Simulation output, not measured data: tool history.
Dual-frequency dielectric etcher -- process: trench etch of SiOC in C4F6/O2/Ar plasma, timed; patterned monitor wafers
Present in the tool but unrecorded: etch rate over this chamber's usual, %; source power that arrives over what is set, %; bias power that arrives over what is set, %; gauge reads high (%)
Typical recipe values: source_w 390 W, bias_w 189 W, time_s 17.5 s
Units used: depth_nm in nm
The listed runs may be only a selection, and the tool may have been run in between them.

run,hour,source_w,bias_w,time_s,wafers since the last listed run,hours since the last wet clean,hours since the last source power generator calibration,hours since the last bias power generator calibration,hours since the last upper electrode change,hours since the gauge calibration,"read-back reference wafer on the same gauge, depth_nm",depth_nm
1,0.0,390,189,17.5,0,40.9,4351.4,3715.0,4939.1,1899.3,34.85,37.74
2,67.3,390,189,17.5,1418,108.2,4418.7,3782.3,5006.4,1966.6,34.82,38.51
3,110.5,390,189,19.5,910,151.4,4461.9,3825.5,5049.6,2009.8,34.77,43.10
# hour 195.0: bias power generator calibrated
4,195.5,390,189,19.5,1707,236.4,4546.9,0.5,5134.6,2094.8,34.84,42.82
# hour 221.2: source power generator calibrated
5,286.7,420,189,19.0,1838,327.6,65.5,91.7,5225.8,2186.0,34.85,43.47
6,377.5,420,189,19.0,1914,418.4,156.3,182.5,5316.6,2276.8,34.77,44.33
7,415.2,420,189,19.0,794,456.1,194.0,220.2,5354.3,2314.5,34.79,43.69
# hour 501.8: gauge calibrated
# hour 527.3: wet clean of the chamber
8,527.8,390,189,17.5,1867,0.5,306.6,332.8,5466.9,26.0,34.74,38.52
9,576.3,390,189,17.5,1022,49.0,355.1,381.3,5515.4,74.5,34.79,38.78
10,668.6,330,189,17.5,1945,141.3,447.4,473.6,5607.7,166.8,34.67,36.99
11,768.0,390,233,17.5,2095,240.7,546.8,573.0,5707.1,266.2,34.78,42.82
12,806.9,320,189,17.5,820,279.6,585.7,611.9,5746.0,305.1,34.71,36.84
13,851.5,450,227,22.5,940,324.2,630.3,656.5,5790.6,349.7,34.73,56.96
14,897.9,430,168,19.5,978,370.6,676.7,702.9,5837.0,396.1,34.80,43.09
15,954.0,390,189,17.5,1182,426.7,732.8,759.0,5893.1,452.2,34.82,39.73

For run 16, what comes out?
# hour 1064.9: upper electrode replaced
16,1065.4,390,165,22.0,1842,538.1,844.2,870.4,0.5,563.6,?,?

Logged for run 16: read-back reference wafer on the same gauge, depth_nm 34.84, depth_nm 47.52 nm.
Minus the tool's unlogged condition, the same run would have read depth_nm 45.23 nm.
